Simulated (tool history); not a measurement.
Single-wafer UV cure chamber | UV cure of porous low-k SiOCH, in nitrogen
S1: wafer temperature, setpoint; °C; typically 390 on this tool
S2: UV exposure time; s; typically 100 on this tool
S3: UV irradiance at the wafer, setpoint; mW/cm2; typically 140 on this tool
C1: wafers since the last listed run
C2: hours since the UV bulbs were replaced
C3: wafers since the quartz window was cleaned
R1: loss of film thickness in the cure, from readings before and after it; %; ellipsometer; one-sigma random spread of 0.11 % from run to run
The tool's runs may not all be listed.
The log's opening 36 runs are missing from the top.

run,hour,S1,S2,S3,C1,C2,C3,R1
37,442.7,406,100,104,41,213,694,7.272
38,454.8,390,130,140,65,225.1,759,9.465
39,466.4,375,70,140,63,236.7,822,6.656
# hour 488.9: quartz window cleaned
40,489.4,390,100,140,81,259.7,2,8.827
41,493,390,50,140,19,263.3,22,6.16
42,505.6,374,80,106,68,275.9,90,6.673
43,523.2,395,100,128,95,293.5,186,8.393
44,532.6,374,45,118,51,302.9,237,4.745

What if the next run were any one of these 3? Each begins from the tool's condition after run 44:
A,533.1,390,100,140,2,303.4,240,?
B,533.1,399,100,140,2,303.4,240,?
C,533.1,400,100,140,2,303.4,240,?

run,R1
A,8.838
B,8.985
C,9.001
Had the tool no hidden state, the same runs would have come out as:
run,R1
A,9.4
B,9.549
C,9.566
